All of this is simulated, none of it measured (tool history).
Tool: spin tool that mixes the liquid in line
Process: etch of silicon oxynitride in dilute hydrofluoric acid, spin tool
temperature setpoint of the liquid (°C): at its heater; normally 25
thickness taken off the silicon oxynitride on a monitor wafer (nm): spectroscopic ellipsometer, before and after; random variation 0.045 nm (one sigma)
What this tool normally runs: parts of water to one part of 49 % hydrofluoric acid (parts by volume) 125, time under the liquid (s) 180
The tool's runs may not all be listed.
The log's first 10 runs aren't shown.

run,hour,temperature setpoint of the liquid (°C),parts of water to one part of 49 % hydrofluoric acid (parts by volume),time under the liquid (s),wafers since the last listed run,hours since the thermometer was replaced,hours since the hydrofluoric acid flow meter was replaced,hours since the gauge calibration,"read-back film thickness of the silicon oxynitride reference wafer, read on the same gauge (nm)",thickness taken off the silicon oxynitride on a monitor wafer (nm)
11,1010.3,25,75,180,455,2130.4,390.9,3451.2,62.241,9.69
12,1066.7,25,125,180,555,2186.8,447.3,3507.6,62.308,5.571
13,1141.4,25,125,115,735,2261.5,522,3582.3,62.433,3.539
14,1212.7,25,125,95,702,2332.8,593.3,3653.6,62.472,2.9
# hour 1262.8: gauge calibrated
15,1279.6,28.5,125,105,659,2399.7,660.2,16.8,59.954,3.633
# hour 1298: hydrofluoric acid flow meter replaced
16,1339.5,25,95,180,580,2459.6,41.5,76.7,59.932,7.201
# hour 1467.4: thermometer replaced
17,1519.8,27,125,180,1766,52.4,221.8,257,59.998,5.748
18,1596.2,25,125,80,752,128.8,298.2,333.4,59.956,2.363
19,1683.1,25,125,95,856,215.7,385.1,420.3,59.979,2.865
20,1736.6,25,145,110,527,269.2,438.6,473.8,59.975,2.785
21,1791.2,25,125,135,537,323.8,493.2,528.4,60.007,4.023
22,1859.2,25,175,180,669,391.8,561.2,596.4,60.033,3.578
23,1900.9,25,145,95,410,433.5,602.9,638.1,60.02,2.392
# hour 1943: hydrofluoric acid flow meter replaced
24,1986.4,20.5,170,265,832,519,43.4,723.6,60.02,4.589

Run 25 has not been measured yet. What should we expect?
25,2092,25,140,180,1040,624.6,149,829.2,?,?

{"run 25": {"read-back film thickness of the silicon oxynitride reference wafer, read on the same gauge (nm)": 60.082, "thickness taken off the silicon oxynitride on a monitor wafer (nm)": 4.696}}
Were there no unlogged condition in the tool, this run, its random variation unchanged, would have produced thickness taken off the silicon oxynitride on a monitor wafer (nm) 4.689.

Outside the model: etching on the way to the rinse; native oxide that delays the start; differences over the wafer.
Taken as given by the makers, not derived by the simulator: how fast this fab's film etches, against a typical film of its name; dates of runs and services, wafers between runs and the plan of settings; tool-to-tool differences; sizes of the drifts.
